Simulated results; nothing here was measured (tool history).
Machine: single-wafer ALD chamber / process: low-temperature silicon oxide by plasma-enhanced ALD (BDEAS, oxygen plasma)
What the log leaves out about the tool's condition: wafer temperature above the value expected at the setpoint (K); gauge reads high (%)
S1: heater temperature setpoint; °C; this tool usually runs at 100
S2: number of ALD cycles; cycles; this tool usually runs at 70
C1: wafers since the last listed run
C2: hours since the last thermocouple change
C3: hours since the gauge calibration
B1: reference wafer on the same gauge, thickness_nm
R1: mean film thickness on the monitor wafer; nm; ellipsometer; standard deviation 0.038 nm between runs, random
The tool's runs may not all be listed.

| run | hour | S1 | S2 | C1 | C2 | C3 | B1 | R1 |
|---|---|---|---|---|---|---|---|---|
| 1 | 0 | 107 | 62 | 0 | 513.1 | 556.7 | 12.269 | 9.075 |
| 2 | 31.9 | 107 | 62 | 90 | 545 | 588.6 | 12.268 | 9.065 |
| 3 | 44.3 | 100 | 70 | 35 | 557.4 | 601 | 12.262 | 10.404 |
|  | 56.6 | gauge calibrated |
| 4 | 74.1 | 100 | 70 | 84 | 587.2 | 17.5 | 12.109 | 10.219 |
| 5 | 98.7 | 100 | 70 | 69 | 611.8 | 42.1 | 12.099 | 10.219 |
| 6 | 116.1 | 100 | 70 | 49 | 629.2 | 59.5 | 12.118 | 10.288 |
| 7 | 137.8 | 100 | 78 | 61 | 650.9 | 81.2 | 12.104 | 11.442 |
| 8 | 155 | 100 | 70 | 48 | 668.1 | 98.4 | 12.128 | 10.265 |
| 9 | 261 | 100 | 70 | 299 | 774.1 | 204.4 | 12.134 | 10.296 |
| 10 | 289.2 | 100 | 70 | 79 | 802.3 | 232.6 | 12.132 | 10.285 |
| 11 | 323.4 | 100 | 70 | 96 | 836.5 | 266.8 | 12.147 | 10.243 |
| 12 | 356.5 | 100 | 70 | 93 | 869.6 | 299.9 | 12.163 | 10.295 |
| 13 | 379 | 93 | 70 | 63 | 892.1 | 322.4 | 12.169 | 10.594 |
| 14 | 410.5 | 93 | 70 | 89 | 923.6 | 353.9 | 12.187 | 10.636 |
| 15 | 423.7 | 100 | 70 | 37 | 936.8 | 367.1 | 12.171 | 10.312 |
| 16 | 445.5 | 100 | 70 | 61 | 958.6 | 388.9 | 12.192 | 10.303 |
|  | 487.1 | thermocouple changed; heater temperature recalibrated |
| 17 | 487.6 | 100 | 62 | 96 | 0.5 | 431 | 12.205 | 9.112 |
| 18 | 512.8 | 100 | 62 | 71 | 25.7 | 456.2 | 12.22 | 9.15 |
| 19 | 544.8 | 100 | 62 | 90 | 57.7 | 488.2 | 12.237 | 9.177 |
| 20 | 569.1 | 100 | 70 | 68 | 82 | 512.5 | 12.249 | 10.41 |
| 21 | 598.9 | 100 | 70 | 84 | 111.8 | 542.3 | 12.285 | 10.368 |
| 22 | 615 | 111 | 74 | 45 | 127.9 | 558.4 | 12.28 | 10.752 |
|  | 639.2 | gauge calibrated |
| 23 | 644.2 | 100 | 70 | 82 | 157.1 | 5 | 12.105 | 10.263 |
| 24 | 672.6 | 114 | 64 | 80 | 185.5 | 33.4 | 12.119 | 9.154 |
| 25 | 688.5 | 90 | 57 | 44 | 201.4 | 49.3 | 12.115 | 8.695 |
| 26 | 703 | 100 | 70 | 41 | 215.9 | 63.8 | 12.112 | 10.259 |
| 27 | 724.7 | 113 | 70 | 61 | 237.6 | 85.5 | 12.118 | 10.033 |
| 28 | 754.9 | 100 | 70 | 85 | 267.8 | 115.7 | 12.109 | 10.263 |
| 29 | 785.3 | 100 | 70 | 86 | 298.2 | 146.1 | 12.121 | 10.27 |
| 30 | 798.1 | 100 | 70 | 36 | 311 | 158.9 | 12.127 | 10.272 |
| 31 | 823.1 | 105 | 80 | 70 | 336 | 183.9 | 12.116 | 11.647 |
| 32 | 838.1 | 100 | 70 | 42 | 351 | 198.9 | 12.139 | 10.236 |
| 33 | 869.7 | 108 | 57 | 89 | 382.6 | 230.5 | 12.143 | 8.301 |
| 34 | 890.6 | 114 | 82 | 59 | 403.5 | 251.4 | 12.136 | 11.7 |
| 35 | 906 | 106 | 57 | 43 | 418.9 | 266.8 | 12.148 | 8.29 |
| 36 | 936.5 | 100 | 83 | 86 | 449.4 | 297.3 | 12.136 | 12.206 |
| 37 | 961.3 | 100 | 70 | 70 | 474.2 | 322.1 | 12.159 | 10.331 |
| 38 | 993.2 | 113 | 78 | 90 | 506.1 | 354 | 12.186 | 11.196 |
| 39 | 1015.1 | 113 | 77 | 61 | 528 | 375.9 | 12.173 | 11.065 |
| 40 | 1034.5 | 100 | 60 | 54 | 547.4 | 395.3 | 12.184 | 8.838 |
| 41 | 1048.1 | 100 | 70 | 38 | 561 | 408.9 | 12.193 | 10.315 |

Run 42 is up next; what results do you expect?
| 42 | 1076.9 | 105 | 79 | 81 | 589.8 | 437.7 | ? | ? |

B1: 12.209
R1: 11.563 nm
If the tool had no hidden condition, the same run with the same run-to-run variation would have returned R1 11.458 nm.
